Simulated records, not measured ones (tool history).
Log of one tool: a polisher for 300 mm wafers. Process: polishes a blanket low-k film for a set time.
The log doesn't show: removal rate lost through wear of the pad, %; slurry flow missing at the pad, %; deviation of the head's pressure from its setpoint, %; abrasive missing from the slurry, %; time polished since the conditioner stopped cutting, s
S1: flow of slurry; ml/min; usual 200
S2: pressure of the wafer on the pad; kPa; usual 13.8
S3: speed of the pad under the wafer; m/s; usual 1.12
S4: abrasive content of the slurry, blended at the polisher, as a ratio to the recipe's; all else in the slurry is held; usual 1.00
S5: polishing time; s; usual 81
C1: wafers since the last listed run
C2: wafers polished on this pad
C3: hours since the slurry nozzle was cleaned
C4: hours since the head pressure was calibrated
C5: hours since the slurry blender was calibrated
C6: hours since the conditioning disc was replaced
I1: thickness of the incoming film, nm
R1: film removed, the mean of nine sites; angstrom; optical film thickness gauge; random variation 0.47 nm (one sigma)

| run | hour | S1 | S2 | S3 | S4 | S5 | C1 | C2 | C3 | C4 | C5 | C6 | I1 | R1 |
|---|---|---|---|---|---|---|---|---|---|---|---|---|---|---|
| 1 | 0.0 | 200 | 13.8 | 1.12 | 1.00 | 81 | 0 | 419 | 250.8 | 1064.8 | 73.8 | 211.0 | 506.4 | 407 |
| 2 | 13.0 | 200 | 13.8 | 1.12 | 1.00 | 81 | 102 | 522 | 263.8 | 1077.8 | 86.8 | 224.0 | 520.1 | 399 |
| 3 | 20.5 | 170 | 16.5 | 1.12 | 1.00 | 81 | 59 | 581 | 271.3 | 1085.3 | 94.3 | 231.5 | 506.3 | 462 |
|  | 30.5 | head pressure recalibrated |
| 4 | 31.6 | 170 | 16.5 | 1.12 | 1.00 | 81 | 71 | 653 | 282.4 | 1.1 | 105.4 | 242.6 | 504.1 | 456 |
|  | 41.4 | slurry blender recalibrated |
|  | 45.6 | worn pad replaced by a new one |
| 5 | 46.1 | 200 | 13.8 | 1.12 | 1.00 | 81 | 67 | 4 | 296.9 | 15.6 | 4.7 | 257.1 | 513.6 | 421 |
| 6 | 58.7 | 200 | 13.8 | 1.12 | 1.00 | 81 | 99 | 103 | 309.5 | 28.2 | 17.3 | 269.7 | 512.4 | 416 |
| 7 | 71.4 | 200 | 13.8 | 1.12 | 1.00 | 81 | 100 | 203 | 322.2 | 40.9 | 30.0 | 282.4 | 508.2 | 407 |
| 8 | 79.9 | 200 | 13.8 | 1.02 | 1.00 | 81 | 67 | 270 | 330.7 | 49.4 | 38.5 | 290.9 | 507.4 | 385 |
| 9 | 87.0 | 200 | 13.8 | 1.00 | 1.00 | 81 | 56 | 326 | 337.8 | 56.5 | 45.6 | 298.0 | 505.3 | 378 |
|  | 88.2 | slurry nozzle cleaned |
| 10 | 100.5 | 140 | 17.2 | 1.12 | 1.00 | 81 | 98 | 425 | 12.3 | 70.0 | 59.1 | 311.5 | 519.4 | 508 |
| 11 | 109.9 | 200 | 13.8 | 1.12 | 1.00 | 81 | 74 | 499 | 21.7 | 79.4 | 68.5 | 320.9 | 510.3 | 433 |
| 12 | 119.4 | 175 | 13.8 | 1.12 | 0.70 | 98 | 74 | 574 | 31.2 | 88.9 | 78.0 | 330.4 | 517.4 | 424 |
|  | 131.0 | slurry blender recalibrated |
| 13 | 136.8 | 250 | 13.8 | 1.12 | 1.25 | 60 | 121 | 695 | 48.6 | 106.3 | 5.8 | 347.8 | 501.6 | 356 |
|  | 144.9 | worn pad replaced by a new one |
| 14 | 145.9 | 200 | 13.8 | 1.28 | 1.00 | 81 | 40 | 8 | 57.7 | 115.4 | 14.9 | 356.9 | 512.8 | 490 |
|  | 147.9 | conditioning disc replaced and pad reconditioned |
| 15 | 161.4 | 245 | 12.4 | 0.98 | 1.00 | 81 | 106 | 114 | 73.2 | 130.9 | 30.4 | 13.5 | 507.2 | 372 |
| 16 | 182.9 | 200 | 13.8 | 1.12 | 1.00 | 81 | 169 | 284 | 94.7 | 152.4 | 51.9 | 35.0 | 508.0 | 425 |
| 17 | 192.9 | 250 | 13.8 | 1.12 | 0.80 | 81 | 78 | 362 | 104.7 | 162.4 | 61.9 | 45.0 | 505.2 | 393 |
| 18 | 206.9 | 200 | 13.8 | 1.12 | 1.00 | 81 | 110 | 473 | 118.7 | 176.4 | 75.9 | 59.0 | 513.8 | 424 |
|  | 219.1 | slurry blender recalibrated |
| 19 | 222.7 | 200 | 9.7 | 1.12 | 1.15 | 81 | 108 | 582 | 134.5 | 192.2 | 3.6 | 74.8 | 504.9 | 308 |
|  | 243.2 | worn pad replaced by a new one |
| 20 | 243.7 | 245 | 13.8 | 1.00 | 1.00 | 92 | 134 | 4 | 155.5 | 213.2 | 24.6 | 95.8 | 510.1 | 481 |
| 21 | 253.6 | 175 | 13.8 | 0.80 | 1.10 | 106 | 78 | 82 | 165.4 | 223.1 | 34.5 | 105.7 | 507.2 | 466 |
| 22 | 262.7 | 240 | 13.8 | 0.92 | 1.00 | 64 | 71 | 153 | 174.5 | 232.2 | 43.6 | 114.8 | 506.7 | 307 |
| 23 | 276.9 | 250 | 13.8 | 1.12 | 0.80 | 81 | 112 | 265 | 188.7 | 246.4 | 57.8 | 129.0 | 507.2 | 393 |
| 24 | 291.0 | 200 | 13.8 | 1.12 | 1.20 | 81 | 111 | 377 | 202.8 | 260.5 | 71.9 | 143.1 | 504.4 | 448 |
| 25 | 300.4 | 200 | 15.9 | 1.12 | 0.80 | 81 | 74 | 451 | 212.2 | 269.9 | 81.3 | 152.5 | 508.9 | 425 |

Forecast each of these 5 alternatives for the next run:
| A | 300.9 | 200 | 13.8 | 1.12 | 1.00 | 62 | 3 | 455 | 212.7 | 270.4 | 81.8 | 153.0 | 499.0 | ? |
| B | 300.9 | 150 | 9.7 | 1.12 | 0.75 | 81 | 3 | 455 | 212.7 | 270.4 | 81.8 | 153.0 | 499.0 | ? |
| C | 300.9 | 150 | 13.8 | 1.12 | 1.00 | 81 | 3 | 455 | 212.7 | 270.4 | 81.8 | 153.0 | 499.0 | ? |
| D | 300.9 | 200 | 13.8 | 1.12 | 1.00 | 99 | 3 | 455 | 212.7 | 270.4 | 81.8 | 153.0 | 499.0 | ? |
| E | 300.9 | 155 | 13.8 | 1.12 | 1.00 | 91 | 3 | 455 | 212.7 | 270.4 | 81.8 | 153.0 | 499.0 | ? |

| run | R1 |
|---|---|
| A | 316 |
| B | 234 |
| C | 387 |
| D | 505 |
| E | 439 |
Without the tool's hidden state the same runs would have given:
| run | R1 |
|---|---|
| A | 352 |
| B | 264 |
| C | 438 |
| D | 562 |
| E | 495 |
